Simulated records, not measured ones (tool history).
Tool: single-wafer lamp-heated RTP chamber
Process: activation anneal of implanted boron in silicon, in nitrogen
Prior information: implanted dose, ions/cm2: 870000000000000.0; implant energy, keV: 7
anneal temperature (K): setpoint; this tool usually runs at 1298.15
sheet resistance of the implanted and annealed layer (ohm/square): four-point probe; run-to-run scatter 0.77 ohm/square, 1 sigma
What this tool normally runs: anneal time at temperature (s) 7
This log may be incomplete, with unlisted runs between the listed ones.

run	hour	anneal temperature (K)	anneal time at temperature (s)	wafers since the last listed run	wafers since the last pyrometer calibration	wafers since the reflector plate was cleaned	hours since the gauge calibration	read-back reference wafer on the same gauge, sheet resistance	sheet resistance of the implanted and annealed layer (ohm/square)
1	0	1314.15	7	0	3261	2625	209.9	185.88	169.19
2	22.1	1284.15	7	312	3573	2938	232	186.24	178.55
3	48	1277.15	9	366	3940	3304	257.9	186.12	178.29
4	71.6	1277.15	9	333	4274	3638	281.5	185.96	178.42
5	103.2	1277.15	9	447	4721	4085	313.1	186.16	177.08
6	116.3	1312.15	7	185	4906	4271	326.2	186.26	169.09
7	131.2	1312.15	7	210	5117	4482	341.1	185.57	167.9
8	219.9	1312.15	7	1255	6372	5737	429.8	185.87	166.51
9	246.2	1309.15	7	372	6744	6109	456.1	186.51	167.52
10	264.7	1309.15	7	261	7006	6371	474.6	185.95	166.85
# hour 302.1: pyrometer window cleaned and pyrometer calibrated
11	302.6	1309.15	7	423	6	6794	512.5	185.76	167.95
12	311.1	1298.15	7	120	127	6914	521	186.02	171.24
13	333.6	1298.15	7	318	445	7232	543.5	186.11	170.46
14	360.6	1298.15	7	382	827	7614	570.5	186.14	172.47
# hour 400.4: reflector plate cleaned
15	414.5	1298.15	7	649	1476	199	624.4	186.02	168.97
# hour 425.3: gauge calibrated
16	428.8	1298.15	7	202	1679	401	3.5	186.46	170.02
17	528.9	1298.15	8	1416	3095	1817	103.6	185.88	168.17
# hour 537: reflector plate cleaned, repeated, since the last time left the tool worse
18	560.5	1298.15	8	333	3429	331	135.2	185.76	171.23
19	584.7	1298.15	7	342	3772	674	159.4	186.05	172.01
20	607	1298.15	9	315	4087	989	181.7	185.92	171.04
21	621.7	1285.15	5	208	4295	1197	196.4	186.24	179.26
22	638.4	1298.15	7	236	4531	1434	213.1	185.78	172.78
23	664.7	1313.15	4	372	4904	1806	239.4	185.41	171.18
24	677.5	1298.15	4	181	5085	1987	252.2	185.88	174.65
25	698.9	1285.15	3	302	5388	2290	273.6	185.93	184.19
26	725.3	1323.15	5	373	5761	2663	300	185.63	166.25
27	751.4	1298.15	7	369	6130	3033	326.1	186.03	171.84
28	774.7	1274.15	3	329	6460	3362	349.4	186.26	190.12
29	803.4	1298.15	7	406	6866	3768	378.1	185.71	172.93
30	824.2	1306.15	9	294	7161	4063	398.9	186.07	167.26
# hour 841.5: pyrometer window cleaned and pyrometer calibrated
31	844.5	1320.15	9	174	42	4237	419.2	186.19	162.34
32	868.2	1323.15	3	335	378	4572	442.9	186.17	170.67
33	894.7	1298.15	5	374	752	4947	469.4	186.16	173.01
34	910.2	1269.15	8	219	972	5166	484.9	185.84	183.01
35	927.2	1286.15	8	240	1212	5407	501.9	186.1	175.99
36	959.8	1317.15	5	461	1674	5868	534.5	185.86	168.24
37	986.6	1298.15	7	379	2053	6248	561.3	185.88	172.2
38	1011.9	1298.15	6	357	2411	6606	586.6	186.14	171.96

Had the tool no unlogged condition, and each run kept its random variation, what would the results have been?
Unlogged tool condition in this case: true wafer temperature minus pyrometer reading, K; wafer temperature error from the tarnished reflector plate, K; gauge reads high (%).
run	sheet resistance of the implanted and annealed layer (ohm/square)
1	169.84
2	179.65
3	179.64
4	179.87
5	178.66
6	170.05
7	168.89
8	167.73
9	168.83
10	168.2
11	169.41
12	172.91
13	172.19
14	174.3
15	171.96
16	173.06
17	171.41
18	171.54
19	172.39
20	171.48
21	179.94
22	173.33
23	171.75
24	175.38
25	185.26
26	166.94
27	172.72
28	191.98
29	173.97
30	168.23
31	163.3
32	171.77
33	174.39
34	185.63
35	177.69
36	169.56
37	173.78
38	173.65
